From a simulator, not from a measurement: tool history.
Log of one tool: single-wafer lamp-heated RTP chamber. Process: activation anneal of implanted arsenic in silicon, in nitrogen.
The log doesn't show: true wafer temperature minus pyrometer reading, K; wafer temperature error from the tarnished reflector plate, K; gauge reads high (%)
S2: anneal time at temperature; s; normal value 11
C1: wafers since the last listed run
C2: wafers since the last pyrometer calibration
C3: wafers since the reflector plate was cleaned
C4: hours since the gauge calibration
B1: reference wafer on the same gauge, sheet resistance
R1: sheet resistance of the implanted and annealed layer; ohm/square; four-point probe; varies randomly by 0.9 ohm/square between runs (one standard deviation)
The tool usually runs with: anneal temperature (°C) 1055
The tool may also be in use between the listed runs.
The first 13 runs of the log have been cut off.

{"run": 14, "hour": 351.4, "anneal temperature (°C)": 1047, "S2": 11, "C1": 395, "C2": 1004, "C3": 1116, "C4": 449.6, "B1": 667.99, "R1": 597.07}
{"run": 15, "hour": 386.9, "anneal temperature (°C)": 1077, "S2": 7, "C1": 433, "C2": 1437, "C3": 1549, "C4": 485.1, "B1": 668.06, "R1": 597.43}
{"run": 16, "hour": 409.0, "anneal temperature (°C)": 1076, "S2": 11, "C1": 269, "C2": 1706, "C3": 1819, "C4": 507.2, "B1": 668.07, "R1": 593.49}
{"run": 17, "hour": 422.5, "anneal temperature (°C)": 1055, "S2": 9, "C1": 164, "C2": 1871, "C3": 1984, "C4": 520.7, "B1": 667.74, "R1": 599.12}
{"run": 18, "hour": 455.0, "anneal temperature (°C)": 1078, "S2": 11, "C1": 396, "C2": 2268, "C3": 2380, "C4": 553.2, "B1": 667.88, "R1": 593.0}
{"hour": 467.2, "done": "pyrometer window cleaned and pyrometer calibrated"}
{"run": 19, "hour": 484.6, "anneal temperature (°C)": 1055, "S2": 11, "C1": 263, "C2": 212, "C3": 2644, "C4": 582.8, "B1": 667.99, "R1": 596.89}
{"run": 20, "hour": 509.2, "anneal temperature (°C)": 1046, "S2": 11, "C1": 300, "C2": 512, "C3": 2944, "C4": 607.4, "B1": 668.14, "R1": 598.24}
{"run": 21, "hour": 522.1, "anneal temperature (°C)": 1079, "S2": 14, "C1": 157, "C2": 670, "C3": 3101, "C4": 620.3, "B1": 667.91, "R1": 588.4}
{"run": 22, "hour": 548.0, "anneal temperature (°C)": 1083, "S2": 11, "C1": 315, "C2": 986, "C3": 3417, "C4": 646.2, "B1": 668.05, "R1": 590.14}
{"run": 23, "hour": 569.6, "anneal temperature (°C)": 1073, "S2": 15, "C1": 263, "C2": 1249, "C3": 3681, "C4": 667.8, "B1": 667.97, "R1": 588.41}
{"run": 24, "hour": 583.6, "anneal temperature (°C)": 1070, "S2": 9, "C1": 170, "C2": 1420, "C3": 3851, "C4": 681.8, "B1": 667.83, "R1": 595.85}
{"run": 25, "hour": 615.5, "anneal temperature (°C)": 1055, "S2": 7, "C1": 389, "C2": 1809, "C3": 4240, "C4": 713.7, "B1": 667.94, "R1": 600.76}
{"hour": 635.8, "done": "pyrometer window cleaned and pyrometer calibrated"}
{"run": 26, "hour": 636.3, "anneal temperature (°C)": 1077, "S2": 11, "C1": 156, "C2": 5, "C3": 4397, "C4": 734.5, "B1": 668.02, "R1": 592.19}
{"hour": 658.4, "done": "gauge calibrated"}
{"run": 27, "hour": 665.6, "anneal temperature (°C)": 1077, "S2": 7, "C1": 357, "C2": 363, "C3": 4754, "C4": 7.2, "B1": 668.08, "R1": 597.24}
{"run": 28, "hour": 679.5, "anneal temperature (°C)": 1073, "S2": 16, "C1": 169, "C2": 533, "C3": 4924, "C4": 21.1, "B1": 667.87, "R1": 587.65}
{"run": 29, "hour": 691.6, "anneal temperature (°C)": 1074, "S2": 11, "C1": 147, "C2": 680, "C3": 5071, "C4": 33.2, "B1": 668.02, "R1": 593.69}
{"run": 30, "hour": 705.5, "anneal temperature (°C)": 1068, "S2": 11, "C1": 169, "C2": 850, "C3": 5241, "C4": 47.1, "B1": 667.96, "R1": 594.73}
{"run": 31, "hour": 775.7, "anneal temperature (°C)": 1069, "S2": 6, "C1": 856, "C2": 1706, "C3": 6097, "C4": 117.3, "B1": 668.02, "R1": 599.54}
{"run": 32, "hour": 808.6, "anneal temperature (°C)": 1076, "S2": 14, "C1": 401, "C2": 2107, "C3": 6499, "C4": 150.2, "B1": 668.05, "R1": 588.65}
{"hour": 835.5, "done": "pyrometer window cleaned and pyrometer calibrated"}
{"run": 33, "hour": 836.5, "anneal temperature (°C)": 1055, "S2": 14, "C1": 242, "C2": 12, "C3": 6741, "C4": 178.1, "B1": 667.95, "R1": 592.51}
{"run": 34, "hour": 865.4, "anneal temperature (°C)": 1071, "S2": 17, "C1": 352, "C2": 365, "C3": 7094, "C4": 207.0, "B1": 668.25, "R1": 586.81}
{"run": 35, "hour": 901.3, "anneal temperature (°C)": 1034, "S2": 7, "C1": 437, "C2": 803, "C3": 7532, "C4": 242.9, "B1": 667.96, "R1": 605.43}
{"run": 36, "hour": 923.7, "anneal temperature (°C)": 1029, "S2": 15, "C1": 273, "C2": 1076, "C3": 7805, "C4": 265.3, "B1": 667.91, "R1": 597.6}
{"run": 37, "hour": 940.1, "anneal temperature (°C)": 1043, "S2": 11, "C1": 200, "C2": 1276, "C3": 8005, "C4": 281.7, "B1": 668.13, "R1": 598.71}

4 ways to go on from here, each from the tool as it stands after run 37. What would each give?
{"run": "A", "hour": 940.5, "anneal temperature (°C)": 1055, "S2": 11, "C1": 4, "C2": 1281, "C3": 8010, "C4": 282.1, "B1": "?", "R1": "?"}
{"run": "B", "hour": 940.5, "anneal temperature (°C)": 1037, "S2": 8, "C1": 4, "C2": 1281, "C3": 8010, "C4": 282.1, "B1": "?", "R1": "?"}
{"run": "C", "hour": 940.5, "anneal temperature (°C)": 1073, "S2": 9, "C1": 4, "C2": 1281, "C3": 8010, "C4": 282.1, "B1": "?", "R1": "?"}
{"run": "D", "hour": 940.5, "anneal temperature (°C)": 1044, "S2": 6, "C1": 4, "C2": 1281, "C3": 8010, "C4": 282.1, "B1": "?", "R1": "?"}

run=A B1=668.18 R1=596.92
run=B B1=668.18 R1=602.23
run=C B1=668.18 R1=595.00
run=D B1=668.18 R1=603.07
With the hidden condition removed and each run's random variation left untouched, the same runs would have given:
run=A R1=596.92
run=B R1=602.23
run=C R1=595.00
run=D R1=603.07
